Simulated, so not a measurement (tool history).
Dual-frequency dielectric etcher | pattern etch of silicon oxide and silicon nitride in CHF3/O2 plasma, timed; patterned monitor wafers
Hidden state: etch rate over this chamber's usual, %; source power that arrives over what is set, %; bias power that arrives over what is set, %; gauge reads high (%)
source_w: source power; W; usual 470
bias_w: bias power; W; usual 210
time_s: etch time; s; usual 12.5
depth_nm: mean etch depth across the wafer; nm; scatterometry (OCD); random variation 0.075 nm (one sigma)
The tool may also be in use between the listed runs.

| run | day | source_w | bias_w | time_s | wafers since the last listed run | hours since the last wet clean | hours since the last source power generator calibration | hours since the last bias power generator calibration | hours since the last upper electrode change | hours since the gauge calibration | read-back reference wafer on the same gauge, depth_nm | depth_nm |
|---|---|---|---|---|---|---|---|---|---|---|---|---|
| 1 | 0.000 | 470 | 210 | 15.0 | 0 | 278.2 | 2448.3 | 2441.2 | 4936.7 | 173.2 | 16.10 | 18.92 |
| 2 | 0.279 | 470 | 210 | 15.0 | 133 | 284.9 | 2455.0 | 2447.9 | 4943.4 | 179.9 | 16.08 | 19.06 |
| 3 | 0.950 | 470 | 210 | 15.0 | 321 | 301.0 | 2471.1 | 2464.0 | 4959.5 | 196.0 | 16.14 | 19.02 |
| 4 | 1.571 | 540 | 210 | 12.5 | 297 | 315.9 | 2486.0 | 2478.9 | 4974.4 | 210.9 | 16.09 | 16.73 |
| 5 | 1.883 | 540 | 210 | 12.5 | 149 | 323.4 | 2493.5 | 2486.4 | 4981.9 | 218.4 | 16.11 | 16.83 |
| 6 | 2.358 | 540 | 210 | 12.5 | 227 | 334.8 | 2504.9 | 2497.8 | 4993.3 | 229.8 | 16.10 | 16.60 |
| 7 | 2.783 | 470 | 210 | 12.5 | 203 | 345.0 | 2515.1 | 2508.0 | 5003.5 | 240.0 | 16.11 | 15.70 |
| 8 | 3.279 | 470 | 210 | 12.5 | 237 | 356.9 | 2527.0 | 2519.9 | 5015.4 | 251.9 | 16.12 | 15.71 |
|  | 3.696 | source power generator calibrated |
|  | 3.804 | bias power generator calibrated |
| 9 | 4.017 | 470 | 210 | 12.5 | 221 | 374.6 | 7.7 | 5.1 | 5033.1 | 269.6 | 16.07 | 15.61 |
|  | 4.296 | gauge calibrated |
| 10 | 4.450 | 370 | 161 | 15.5 | 207 | 385.0 | 18.1 | 15.5 | 5043.5 | 3.7 | 16.09 | 14.95 |
| 11 | 5.092 | 540 | 227 | 12.5 | 307 | 400.4 | 33.5 | 30.9 | 5058.9 | 19.1 | 16.09 | 17.15 |
| 12 | 5.696 | 470 | 210 | 9.5 | 289 | 414.9 | 48.0 | 45.4 | 5073.4 | 33.6 | 16.10 | 11.72 |
| 13 | 6.196 | 470 | 210 | 12.5 | 239 | 426.9 | 60.0 | 57.4 | 5085.4 | 45.6 | 16.11 | 15.49 |

Forecast run 14:
|  | 7.375 | wet clean of the chamber |
| 14 | 7.396 | 470 | 210 | 13.5 | 95 | 0.5 | 88.8 | 86.2 | 5114.2 | 74.4 | ? | ? |

Run 14 gave read-back reference wafer on the same gauge, depth_nm 16.10, depth_nm 17.71 nm.
Without the tool's hidden state the same run would have given depth_nm 17.71 nm.
